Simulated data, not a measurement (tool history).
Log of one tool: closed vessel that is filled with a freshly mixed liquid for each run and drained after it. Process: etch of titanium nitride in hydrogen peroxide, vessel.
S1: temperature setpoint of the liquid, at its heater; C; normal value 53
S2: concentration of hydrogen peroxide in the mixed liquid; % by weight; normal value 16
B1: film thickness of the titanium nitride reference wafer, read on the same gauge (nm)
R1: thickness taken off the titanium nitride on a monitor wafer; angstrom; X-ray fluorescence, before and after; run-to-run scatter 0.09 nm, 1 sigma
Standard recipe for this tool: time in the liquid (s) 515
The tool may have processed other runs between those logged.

run 1 hour=0 | S1=53 S2=16 time_in_the_liquid_(s)=515 | B1=79.99 | R1=214.6
run 2 hour=14.5 | S1=53 S2=16 time_in_the_liquid_(s)=515 | B1=79.98 | R1=216.1
run 3 hour=28.3 | S1=53 S2=16 time_in_the_liquid_(s)=515 | B1=80 | R1=214.3
run 4 hour=40.3 | S1=53 S2=16 time_in_the_liquid_(s)=515 | B1=79.99 | R1=212.4
run 5 hour=48.2 | S1=53 S2=16 time_in_the_liquid_(s)=515 | B1=80.01 | R1=213.4
run 6 hour=60.8 | S1=53 S2=16 time_in_the_liquid_(s)=515 | B1=79.96 | R1=212.9
run 7 hour=74.2 | S1=53 S2=16 time_in_the_liquid_(s)=515 | B1=80 | R1=212.4
-- hour=104.2 thermometer replaced
run 8 hour=125.7 | S1=53 S2=16 time_in_the_liquid_(s)=515 | B1=80.02 | R1=248.7
run 9 hour=132.2 | S1=49.5 S2=12.5 time_in_the_liquid_(s)=515 | B1=80 | R1=182.9
-- hour=140.7 new drum of peroxide connected
run 10 hour=147.4 | S1=53 S2=16 time_in_the_liquid_(s)=515 | B1=80.03 | R1=248.2
-- hour=149 peroxide flow meter replaced
run 11 hour=161.7 | S1=53 S2=14 time_in_the_liquid_(s)=360 | B1=79.99 | R1=168.4
run 12 hour=168.9 | S1=48.5 S2=12 time_in_the_liquid_(s)=260 | B1=80 | R1=84.9

Predict the results of run 13:
-- hour=179.7 gauge calibrated
run 13 hour=183.2 | S1=53 S2=16 time_in_the_liquid_(s)=600 | B1=? | R1=?

Logged for run 13: B1 80, R1 285.6 angstrom.
Had the tool carried no hidden state, the very same run would have given R1 291.6 angstrom.
